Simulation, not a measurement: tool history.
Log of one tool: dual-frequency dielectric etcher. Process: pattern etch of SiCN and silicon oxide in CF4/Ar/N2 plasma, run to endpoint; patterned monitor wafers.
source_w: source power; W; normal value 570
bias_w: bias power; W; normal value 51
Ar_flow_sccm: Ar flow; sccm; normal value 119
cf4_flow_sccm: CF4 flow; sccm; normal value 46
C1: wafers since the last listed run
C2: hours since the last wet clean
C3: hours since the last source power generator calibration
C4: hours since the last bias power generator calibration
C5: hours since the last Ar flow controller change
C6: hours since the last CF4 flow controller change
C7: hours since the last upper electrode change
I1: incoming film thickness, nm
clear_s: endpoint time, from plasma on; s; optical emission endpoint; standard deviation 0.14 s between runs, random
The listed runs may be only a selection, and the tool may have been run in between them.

run 1 day=0.000 | source_w=520 bias_w=51 Ar_flow_sccm=119 cf4_flow_sccm=46 | C1=0 C2=139.6 C3=3378.1 C4=3169.4 C5=1795.8 C6=119.6 C7=1788.7 | I1=17.90 | clear_s=20.9
run 2 day=2.154 | source_w=570 bias_w=51 Ar_flow_sccm=126 cf4_flow_sccm=46 | C1=769 C2=191.3 C3=3429.8 C4=3221.1 C5=1847.5 C6=171.3 C7=1840.4 | I1=17.84 | clear_s=19.1
run 3 day=4.704 | source_w=570 bias_w=57 Ar_flow_sccm=119 cf4_flow_sccm=46 | C1=910 C2=252.5 C3=3491.0 C4=3282.3 C5=1908.7 C6=232.5 C7=1901.6 | I1=17.74 | clear_s=17.7
-- day=5.362 source power generator calibrated
run 4 day=5.729 | source_w=620 bias_w=64 Ar_flow_sccm=119 cf4_flow_sccm=39 | C1=306 C2=277.1 C3=8.8 C4=3306.9 C5=1933.3 C6=257.1 C7=1926.2 | I1=17.80 | clear_s=15.3
run 5 day=9.367 | source_w=570 bias_w=51 Ar_flow_sccm=119 cf4_flow_sccm=46 | C1=1299 C2=364.4 C3=96.1 C4=3394.2 C5=2020.6 C6=344.4 C7=2013.5 | I1=17.57 | clear_s=17.3
-- day=10.438 upper electrode replaced
run 6 day=11.175 | source_w=570 bias_w=51 Ar_flow_sccm=119 cf4_flow_sccm=46 | C1=288 C2=407.8 C3=139.5 C4=3437.6 C5=2064.0 C6=387.8 C7=17.7 | I1=17.74 | clear_s=17.4
run 7 day=12.208 | source_w=440 bias_w=51 Ar_flow_sccm=91 cf4_flow_sccm=56 | C1=369 C2=432.6 C3=164.3 C4=3462.4 C5=2088.8 C6=412.6 C7=42.5 | I1=17.91 | clear_s=21.1
run 8 day=14.396 | source_w=490 bias_w=57 Ar_flow_sccm=131 cf4_flow_sccm=53 | C1=781 C2=485.1 C3=216.8 C4=3514.9 C5=2141.3 C6=465.1 C7=95.0 | I1=17.99 | clear_s=20.2
run 9 day=16.654 | source_w=610 bias_w=51 Ar_flow_sccm=119 cf4_flow_sccm=46 | C1=806 C2=539.3 C3=271.0 C4=3569.1 C5=2195.5 C6=519.3 C7=149.2 | I1=17.82 | clear_s=16.1
run 10 day=18.771 | source_w=680 bias_w=42 Ar_flow_sccm=105 cf4_flow_sccm=56 | C1=755 C2=590.1 C3=321.8 C4=3619.9 C5=2246.3 C6=570.1 C7=200.0 | I1=17.70 | clear_s=13.7
-- day=20.308 Ar flow controller replaced
-- day=21.033 wet clean of the chamber
run 11 day=21.054 | source_w=660 bias_w=51 Ar_flow_sccm=119 cf4_flow_sccm=46 | C1=466 C2=0.5 C3=376.6 C4=3674.7 C5=17.9 C6=624.9 C7=254.8 | I1=17.70 | clear_s=15.5
run 12 day=22.488 | source_w=570 bias_w=51 Ar_flow_sccm=119 cf4_flow_sccm=46 | C1=511 C2=34.9 C3=411.0 C4=3709.1 C5=52.3 C6=659.3 C7=289.2 | I1=17.75 | clear_s=18.0
run 13 day=23.946 | source_w=570 bias_w=51 Ar_flow_sccm=119 cf4_flow_sccm=40 | C1=520 C2=69.9 C3=446.0 C4=3744.1 C5=87.3 C6=694.3 C7=324.2 | I1=17.74 | clear_s=18.9
run 14 day=25.808 | source_w=640 bias_w=59 Ar_flow_sccm=119 cf4_flow_sccm=46 | C1=665 C2=114.6 C3=490.7 C4=3788.8 C5=132.0 C6=739.0 C7=368.9 | I1=17.65 | clear_s=14.9
run 15 day=28.646 | source_w=570 bias_w=62 Ar_flow_sccm=95 cf4_flow_sccm=50 | C1=1013 C2=182.7 C3=558.8 C4=3856.9 C5=200.1 C6=807.1 C7=437.0 | I1=17.87 | clear_s=15.5
-- day=30.000 bias power generator calibrated
run 16 day=30.021 | source_w=660 bias_w=58 Ar_flow_sccm=100 cf4_flow_sccm=46 | C1=431 C2=215.7 C3=591.8 C4=0.5 C5=233.1 C6=840.1 C7=470.0 | I1=17.74 | clear_s=14.0
run 17 day=31.858 | source_w=680 bias_w=55 Ar_flow_sccm=106 cf4_flow_sccm=41 | C1=656 C2=259.8 C3=635.9 C4=44.6 C5=277.2 C6=884.2 C7=514.1 | I1=18.03 | clear_s=14.7
run 18 day=33.433 | source_w=470 bias_w=51 Ar_flow_sccm=139 cf4_flow_sccm=51 | C1=562 C2=297.6 C3=673.7 C4=82.4 C5=315.0 C6=922.0 C7=551.9 | I1=17.79 | clear_s=23.0
run 19 day=34.650 | source_w=700 bias_w=60 Ar_flow_sccm=119 cf4_flow_sccm=46 | C1=434 C2=326.8 C3=702.9 C4=111.6 C5=344.2 C6=951.2 C7=581.1 | I1=18.03 | clear_s=13.8
run 20 day=36.783 | source_w=570 bias_w=64 Ar_flow_sccm=119 cf4_flow_sccm=46 | C1=761 C2=378.0 C3=754.1 C4=162.8 C5=395.4 C6=1002.4 C7=632.3 | I1=17.77 | clear_s=16.7
run 21 day=38.333 | source_w=500 bias_w=63 Ar_flow_sccm=104 cf4_flow_sccm=49 | C1=553 C2=415.2 C3=791.3 C4=200.0 C5=432.6 C6=1039.6 C7=669.5 | I1=17.78 | clear_s=18.2
-- day=44.996 wet clean of the chamber
run 22 day=47.038 | source_w=500 bias_w=51 Ar_flow_sccm=134 cf4_flow_sccm=53 | C1=2751 C2=49.0 C3=1000.2 C4=408.9 C5=641.5 C6=1248.5 C7=878.4 | I1=17.89 | clear_s=21.8
run 23 day=48.362 | source_w=570 bias_w=46 Ar_flow_sccm=119 cf4_flow_sccm=46 | C1=473 C2=80.8 C3=1032.0 C4=440.7 C5=673.3 C6=1280.3 C7=910.2 | I1=17.59 | clear_s=18.8

Describe how what the log doesn't record of the tool's condition differs between the last listed run preceding each entry between runs and the first listed run following it.
From run 3 to run 4: source power generator calibrated (day 5.362)
  etch rate over this chamber's usual, %: 2.29 -> 2.49; source power that arrives over what is set, %: -5.03 -> -0.435
  measured result minus the result with no hidden state, clear_s: +0.7 -> -0.4 s
From run 5 to run 6: upper electrode replaced (day 10.438)
  etch rate over this chamber's usual, %: 3.21 -> 3.57; source power that arrives over what is set, %: -0.842 -> -1.03
  measured result minus the result with no hidden state, clear_s: -0.4 -> -0.4 s
From run 10 to run 11: Ar flow controller replaced (day 20.308); wet clean of the chamber (day 21.033)
  etch rate over this chamber's usual, %: 5.07 -> 0.0537; source power that arrives over what is set, %: -1.75 -> -1.95
  measured result minus the result with no hidden state, clear_s: -0.4 -> +0.3 s
From run 15 to run 16: bias power generator calibrated (day 30.000)
  etch rate over this chamber's usual, %: 1.55 -> 1.82; source power that arrives over what is set, %: -2.52 -> -2.62
  measured result minus the result with no hidden state, clear_s: +0.2 -> +0.2 s
From run 21 to run 22: wet clean of the chamber (day 44.996)
  etch rate over this chamber's usual, %: 3.47 -> 0.989; source power that arrives over what is set, %: -3.13 -> -3.58
  measured result minus the result with no hidden state, clear_s: +0.0 -> +0.7 s

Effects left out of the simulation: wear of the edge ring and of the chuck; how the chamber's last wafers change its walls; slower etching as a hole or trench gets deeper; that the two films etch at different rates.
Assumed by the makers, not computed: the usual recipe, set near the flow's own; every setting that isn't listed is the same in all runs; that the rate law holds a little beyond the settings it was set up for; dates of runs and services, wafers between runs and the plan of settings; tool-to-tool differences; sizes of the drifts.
